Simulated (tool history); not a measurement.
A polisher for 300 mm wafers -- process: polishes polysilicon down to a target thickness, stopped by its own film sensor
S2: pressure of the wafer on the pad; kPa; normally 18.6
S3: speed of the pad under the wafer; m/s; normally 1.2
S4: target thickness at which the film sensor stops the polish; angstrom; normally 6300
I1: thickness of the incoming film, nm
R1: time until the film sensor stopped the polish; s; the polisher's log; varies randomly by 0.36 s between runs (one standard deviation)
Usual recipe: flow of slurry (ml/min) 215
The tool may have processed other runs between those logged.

{"run": 1, "day": 0.0, "flow of slurry (ml/min)": 215, "S2": 15.2, "S3": 1.5, "S4": 6300, "I1": 986.7, "R1": 34.3}
{"run": 2, "day": 0.746, "flow of slurry (ml/min)": 215, "S2": 13.8, "S3": 1.2, "S4": 5580, "I1": 992.1, "R1": 57.4}
{"day": 2.462, "done": "worn pad replaced by a new one"}
{"run": 3, "day": 2.733, "flow of slurry (ml/min)": 215, "S2": 13.8, "S3": 1.2, "S4": 5580, "I1": 1001.4, "R1": 55}
{"run": 4, "day": 3.404, "flow of slurry (ml/min)": 215, "S2": 13.8, "S3": 1.2, "S4": 5580, "I1": 1007, "R1": 57.2}
{"run": 5, "day": 3.971, "flow of slurry (ml/min)": 215, "S2": 18.6, "S3": 1.2, "S4": 6300, "I1": 1000.9, "R1": 35}
{"day": 4.05, "done": "slurry nozzle cleaned"}
{"run": 6, "day": 4.958, "flow of slurry (ml/min)": 215, "S2": 18.6, "S3": 1.2, "S4": 6300, "I1": 1008.6, "R1": 37}
{"run": 7, "day": 5.704, "flow of slurry (ml/min)": 215, "S2": 18.6, "S3": 1.38, "S4": 6300, "I1": 1008.8, "R1": 32.1}
{"run": 8, "day": 6.35, "flow of slurry (ml/min)": 215, "S2": 18.6, "S3": 1.2, "S4": 6300, "I1": 990.1, "R1": 35.6}
{"run": 9, "day": 6.629, "flow of slurry (ml/min)": 215, "S2": 18.6, "S3": 1.2, "S4": 6300, "I1": 1004.5, "R1": 37.3}
{"run": 10, "day": 7.258, "flow of slurry (ml/min)": 215, "S2": 18.6, "S3": 1.2, "S4": 6300, "I1": 1000.4, "R1": 37.3}
{"run": 11, "day": 7.512, "flow of slurry (ml/min)": 215, "S2": 18.6, "S3": 1.2, "S4": 6300, "I1": 1000.3, "R1": 37.7}
{"run": 12, "day": 7.958, "flow of slurry (ml/min)": 215, "S2": 22.8, "S3": 1.2, "S4": 6300, "I1": 989.2, "R1": 30.5}
{"day": 8.267, "done": "worn pad replaced by a new one"}
{"run": 13, "day": 9.971, "flow of slurry (ml/min)": 180, "S2": 18.6, "S3": 1.2, "S4": 6300, "I1": 1008.8, "R1": 36.6}
{"run": 14, "day": 10.538, "flow of slurry (ml/min)": 215, "S2": 18.6, "S3": 1.2, "S4": 6300, "I1": 987.5, "R1": 33.5}
{"run": 15, "day": 10.921, "flow of slurry (ml/min)": 215, "S2": 18.6, "S3": 1.2, "S4": 6300, "I1": 992.1, "R1": 34.6}
{"run": 16, "day": 11.538, "flow of slurry (ml/min)": 215, "S2": 18.6, "S3": 1.2, "S4": 6300, "I1": 990.6, "R1": 35.6}
{"day": 11.975, "done": "head pressure recalibrated"}
{"run": 17, "day": 12.271, "flow of slurry (ml/min)": 275, "S2": 12.4, "S3": 1.2, "S4": 6300, "I1": 993, "R1": 52.1}
{"day": 12.517, "done": "slurry nozzle cleaned"}
{"run": 18, "day": 12.783, "flow of slurry (ml/min)": 215, "S2": 18.6, "S3": 1.2, "S4": 6300, "I1": 996.5, "R1": 35.7}
{"run": 19, "day": 13.108, "flow of slurry (ml/min)": 215, "S2": 18.6, "S3": 1.2, "S4": 6300, "I1": 997.8, "R1": 36.3}
{"run": 20, "day": 13.362, "flow of slurry (ml/min)": 235, "S2": 18.6, "S3": 1.2, "S4": 6300, "I1": 1000.9, "R1": 36.5}
{"day": 13.896, "done": "worn pad replaced by a new one"}
{"run": 21, "day": 13.917, "flow of slurry (ml/min)": 215, "S2": 18.6, "S3": 1.2, "S4": 5860, "I1": 1014.7, "R1": 39.5}
{"run": 22, "day": 14.317, "flow of slurry (ml/min)": 215, "S2": 15.9, "S3": 1.02, "S4": 6300, "I1": 1001.8, "R1": 47.3}
{"run": 23, "day": 14.942, "flow of slurry (ml/min)": 215, "S2": 18.6, "S3": 1.2, "S4": 5490, "I1": 992.3, "R1": 41.8}
{"run": 24, "day": 15.258, "flow of slurry (ml/min)": 215, "S2": 18.6, "S3": 1.2, "S4": 5170, "I1": 1004.5, "R1": 45.6}
{"run": 25, "day": 15.904, "flow of slurry (ml/min)": 245, "S2": 22.1, "S3": 1.52, "S4": 6870, "I1": 1005.9, "R1": 19.8}
{"run": 26, "day": 17.292, "flow of slurry (ml/min)": 215, "S2": 23.4, "S3": 1.04, "S4": 5360, "I1": 1006.7, "R1": 41.3}
{"run": 27, "day": 17.65, "flow of slurry (ml/min)": 275, "S2": 18.6, "S3": 1.2, "S4": 7340, "I1": 1003.9, "R1": 25.4}
{"run": 28, "day": 18.117, "flow of slurry (ml/min)": 165, "S2": 18.6, "S3": 1.2, "S4": 6300, "I1": 999.6, "R1": 38.1}
{"run": 29, "day": 18.55, "flow of slurry (ml/min)": 180, "S2": 24.8, "S3": 1.36, "S4": 5150, "I1": 993.9, "R1": 32.4}
{"day": 19.025, "done": "worn pad replaced by a new one"}
{"run": 30, "day": 19.208, "flow of slurry (ml/min)": 215, "S2": 18.6, "S3": 0.92, "S4": 5460, "I1": 1002.8, "R1": 53.8}
{"run": 31, "day": 19.896, "flow of slurry (ml/min)": 215, "S2": 18.6, "S3": 1.2, "S4": 6300, "I1": 998.1, "R1": 34.3}
{"run": 32, "day": 20.433, "flow of slurry (ml/min)": 215, "S2": 16.5, "S3": 1.2, "S4": 6300, "I1": 999.2, "R1": 39.2}
{"run": 33, "day": 20.725, "flow of slurry (ml/min)": 190, "S2": 20.7, "S3": 1.08, "S4": 6710, "I1": 998.2, "R1": 31}
{"day": 20.854, "done": "slurry nozzle cleaned"}
{"run": 34, "day": 21.2, "flow of slurry (ml/min)": 215, "S2": 18.6, "S3": 1.2, "S4": 6300, "I1": 989.7, "R1": 33.4}
{"run": 35, "day": 21.75, "flow of slurry (ml/min)": 195, "S2": 18.6, "S3": 1.38, "S4": 7600, "I1": 988.9, "R1": 19.4}
{"run": 36, "day": 22.054, "flow of slurry (ml/min)": 215, "S2": 18.6, "S3": 1.2, "S4": 5360, "I1": 1000.8, "R1": 44.5}

What if the next run were any one of these 5? Each begins from the tool's condition after run 36:
{"run": "A", "day": 22.071, "flow of slurry (ml/min)": 215, "S2": 18.6, "S3": 1.2, "S4": 6300, "I1": 985.9, "R1": "?"}
{"run": "B", "day": 22.071, "flow of slurry (ml/min)": 195, "S2": 22.8, "S3": 1.2, "S4": 5330, "I1": 985.9, "R1": "?"}
{"run": "C", "day": 22.071, "flow of slurry (ml/min)": 145, "S2": 18.6, "S3": 1.2, "S4": 6940, "I1": 985.9, "R1": "?"}
{"run": "D", "day": 22.071, "flow of slurry (ml/min)": 185, "S2": 15.9, "S3": 1.1, "S4": 5930, "I1": 985.9, "R1": "?"}
{"run": "E", "day": 22.071, "flow of slurry (ml/min)": 190, "S2": 18.6, "S3": 1.2, "S4": 6300, "I1": 985.9, "R1": "?"}

run=A R1=34.7
run=B R1=36.7
run=C R1=30.4
run=D R1=50
run=E R1=35.4
With the hidden condition removed and each run's random variation left untouched, the same runs would have given:
run=A R1=32.9
run=B R1=34.7
run=C R1=28.8
run=D R1=47.4
run=E R1=33.5
